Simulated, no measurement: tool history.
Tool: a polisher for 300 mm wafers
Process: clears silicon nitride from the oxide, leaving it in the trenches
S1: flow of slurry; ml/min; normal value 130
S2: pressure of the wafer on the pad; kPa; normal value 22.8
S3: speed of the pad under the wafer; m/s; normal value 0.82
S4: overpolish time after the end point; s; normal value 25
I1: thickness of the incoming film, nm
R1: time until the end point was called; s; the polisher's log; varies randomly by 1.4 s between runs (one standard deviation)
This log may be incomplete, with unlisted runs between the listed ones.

run    hour   S1    S2    S3  S4    I1     R1
  1     0.0  130  22.8  0.68  25  73.8   99.3
       25.4  -- head pressure recalibrated
  2    54.4  130  22.8  0.68  25  74.3  108.1
  3    90.5  130  22.8  0.68  25  74.3  102.4
  4   140.0  130  22.8  0.82  25  74.8   87.5
  5   236.8  110  22.8  0.82  17  74.8   92.1
      246.9  -- worn pad replaced by a new one
  6   330.2  110  22.8  0.82  17  74.1   88.7
  7   414.8  145  22.8  0.82  14  74.9   86.6
      417.4  -- slurry nozzle cleaned
  8   507.2  130  22.8  0.98  25  74.4   73.3
      606.9  -- head pressure recalibrated
  9   609.3  130  22.8  0.98  25  74.9   75.2
 10   711.9  130  22.8  0.98  25  76.1   75.3
      738.7  -- worn pad replaced by a new one
 11   814.5  130  22.8  0.82  25  74.7   82.2
      878.9  -- slurry nozzle cleaned
 12   879.4  130  22.8  0.82  25  75.5   88.5
 13   977.9  130  20.7  0.82  25  75.8   95.4
 14  1025.4  130  20.7  0.82  25  75.7   97.8
 15  1120.8  130  22.8  0.82  25  75.2   88.4
     1151.0  -- head pressure recalibrated
 16  1208.2  155  22.8  0.82  31  75.9   87.3
     1233.2  -- worn pad replaced by a new one
 17  1305.7   95  28.3  0.58  25  75.1  101.7
 18  1349.7  130  22.8  0.82  36  75.8   83.7
     1385.5  -- slurry nozzle cleaned
 19  1428.4  100  29.6  1.00  25  74.1   58.9
 20  1504.9  130  22.8  1.04  25  74.5   69.3
 21  1572.7  130  22.8  0.82  25  76.3   91.3
 22  1630.1  165  20.0  0.94  25  75.9   89.0
     1639.5  -- worn pad replaced by a new one
 23  1678.7  120  26.9  0.82  25  74.2   70.7
     1712.9  -- head pressure recalibrated
 24  1733.6  130  22.8  0.82  25  76.1   85.1
 25  1829.9  130  14.5  0.74  25  74.1  152.3
 26  1888.0  130  18.6  0.82  25  75.5  112.8
     1951.1  -- slurry nozzle cleaned
 27  1993.6  175  17.2  0.96  25  74.4   97.0
     2023.8  -- worn pad replaced by a new one
 28  2071.8  155  22.8  0.82  25  74.2   76.4
 29  2171.9  105  31.0  0.56  35  73.6   95.5

Alternative continuations, all from the tool just after run 29; predict every row:
  A  2172.4  130  22.8  0.82  25  73.8   ?
  B  2172.4   95  20.0  0.96  17  73.8   ?
  C  2172.4  150  17.9  1.02  25  73.8   ?

run    R1
  A  86.6
  B  91.3
  C  85.8
Stripped of hidden state, with their random variation kept, the same runs would have yielded:
run    R1
  A  78.9
  B  83.2
  C  78.2
